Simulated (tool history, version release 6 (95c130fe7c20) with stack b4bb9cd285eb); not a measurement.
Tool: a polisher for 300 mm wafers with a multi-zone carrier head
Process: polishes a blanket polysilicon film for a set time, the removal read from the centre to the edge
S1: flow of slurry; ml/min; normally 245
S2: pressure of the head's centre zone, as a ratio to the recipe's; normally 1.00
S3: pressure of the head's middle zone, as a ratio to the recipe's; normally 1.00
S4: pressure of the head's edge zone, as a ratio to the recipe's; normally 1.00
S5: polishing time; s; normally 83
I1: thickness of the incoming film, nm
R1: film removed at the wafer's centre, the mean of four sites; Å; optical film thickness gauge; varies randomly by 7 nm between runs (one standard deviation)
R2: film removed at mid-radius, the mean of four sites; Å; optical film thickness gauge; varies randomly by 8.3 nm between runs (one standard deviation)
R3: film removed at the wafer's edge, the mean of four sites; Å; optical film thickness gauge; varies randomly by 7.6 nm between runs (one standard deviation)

{"run": 1, "hour": 0.0, "S1": 245, "S2": 1.0, "S3": 1.0, "S4": 1.09, "S5": 83, "I1": 2388.4, "R1": 6905, "R2": 6790, "R3": 7298}
{"hour": 49.9, "done": "worn pad replaced by a new one"}
{"run": 2, "hour": 53.1, "S1": 245, "S2": 1.0, "S3": 1.0, "S4": 1.0, "S5": 83, "I1": 2396.2, "R1": 6973, "R2": 6825, "R3": 6838}
{"run": 3, "hour": 145.9, "S1": 245, "S2": 1.0, "S3": 1.0, "S4": 1.0, "S5": 83, "I1": 2411.3, "R1": 6919, "R2": 6806, "R3": 6849}
{"run": 4, "hour": 234.8, "S1": 245, "S2": 1.0, "S3": 1.0, "S4": 1.0, "S5": 83, "I1": 2409.8, "R1": 6809, "R2": 6616, "R3": 6803}
{"hour": 250.0, "done": "worn pad replaced by a new one"}
{"run": 5, "hour": 313.0, "S1": 245, "S2": 1.0, "S3": 1.0, "S4": 1.0, "S5": 83, "I1": 2370.6, "R1": 6821, "R2": 6881, "R3": 6736}
{"hour": 326.9, "done": "edge zone pressure recalibrated"}
{"hour": 382.4, "done": "centre zone pressure recalibrated"}
{"run": 6, "hour": 395.8, "S1": 245, "S2": 1.0, "S3": 1.0, "S4": 1.0, "S5": 83, "I1": 2420.7, "R1": 6815, "R2": 6603, "R3": 6787}
{"hour": 433.1, "done": "worn pad replaced by a new one"}
{"hour": 456.3, "done": "carrier head's membrane replaced by a new one"}
{"run": 7, "hour": 480.4, "S1": 245, "S2": 1.0, "S3": 1.0, "S4": 1.0, "S5": 83, "I1": 2401.1, "R1": 6634, "R2": 6529, "R3": 6706}
{"hour": 500.2, "done": "slurry nozzle cleaned"}
{"run": 8, "hour": 569.3, "S1": 245, "S2": 1.0, "S3": 1.0, "S4": 1.0, "S5": 83, "I1": 2422.9, "R1": 6400, "R2": 6298, "R3": 6423}
{"hour": 626.2, "done": "worn pad replaced by a new one"}
{"run": 9, "hour": 642.3, "S1": 245, "S2": 1.0, "S3": 0.94, "S4": 1.0, "S5": 83, "I1": 2438.3, "R1": 6278, "R2": 6008, "R3": 6475}
{"run": 10, "hour": 688.4, "S1": 175, "S2": 0.88, "S3": 1.0, "S4": 1.05, "S5": 83, "I1": 2369.0, "R1": 5042, "R2": 5789, "R3": 6270}
{"run": 11, "hour": 725.6, "S1": 245, "S2": 1.0, "S3": 1.0, "S4": 1.0, "S5": 83, "I1": 2395.5, "R1": 6273, "R2": 6095, "R3": 6472}
{"hour": 733.0, "done": "slurry nozzle cleaned, repeated, since the last time left the tool worse"}
{"run": 12, "hour": 823.2, "S1": 180, "S2": 1.11, "S3": 1.0, "S4": 1.06, "S5": 72, "I1": 2393.4, "R1": 6568, "R2": 5751, "R3": 5986}
{"hour": 827.5, "done": "worn pad replaced by a new one"}
{"run": 13, "hour": 864.5, "S1": 245, "S2": 1.0, "S3": 1.0, "S4": 1.0, "S5": 103, "I1": 2436.9, "R1": 8788, "R2": 8513, "R3": 8637}
{"run": 14, "hour": 936.8, "S1": 285, "S2": 1.0, "S3": 0.92, "S4": 1.0, "S5": 96, "I1": 2375.3, "R1": 8179, "R2": 7443, "R3": 8201}
{"hour": 1006.9, "done": "worn pad replaced by a new one"}
{"run": 15, "hour": 1040.2, "S1": 245, "S2": 1.08, "S3": 1.0, "S4": 1.0, "S5": 83, "I1": 2417.2, "R1": 7366, "R2": 6725, "R3": 6952}

Subtracting, for every run, the result it would have given without the tool's unlogged condition from the measured result gives the following. The same run-to-run variation enters both numbers; the gauge's scatter may not:
Hidden state at play: removal rate lost through wear of the pad, %; slurry flow missing at the pad, %; deviation of the centre zone's pressure from its setpoint, %; deviation of the edge zone's pressure from its setpoint, %.
run=1 R1=-49 R2=-44 R3=-35
run=2 R1=-62 R2=-54 R3=-40
run=3 R1=-91 R2=-81 R3=-60
run=4 R1=-131 R2=-115 R3=-88
run=5 R1=-181 R2=-164 R3=-120
run=6 R1=-251 R2=-219 R3=-167
run=7 R1=-339 R2=-300 R3=-226
run=8 R1=-737 R2=-643 R3=-472
run=9 R1=-752 R2=-637 R3=-494
run=10 R1=-871 R2=-871 R3=-647
run=11 R1=-811 R2=-697 R3=-530
run=12 R1=-8 R2=-6 R3=-5
run=13 R1=-15 R2=-13 R3=-9
run=14 R1=-25 R2=-21 R3=-17
run=15 R1=-59 R2=-49 R3=-37
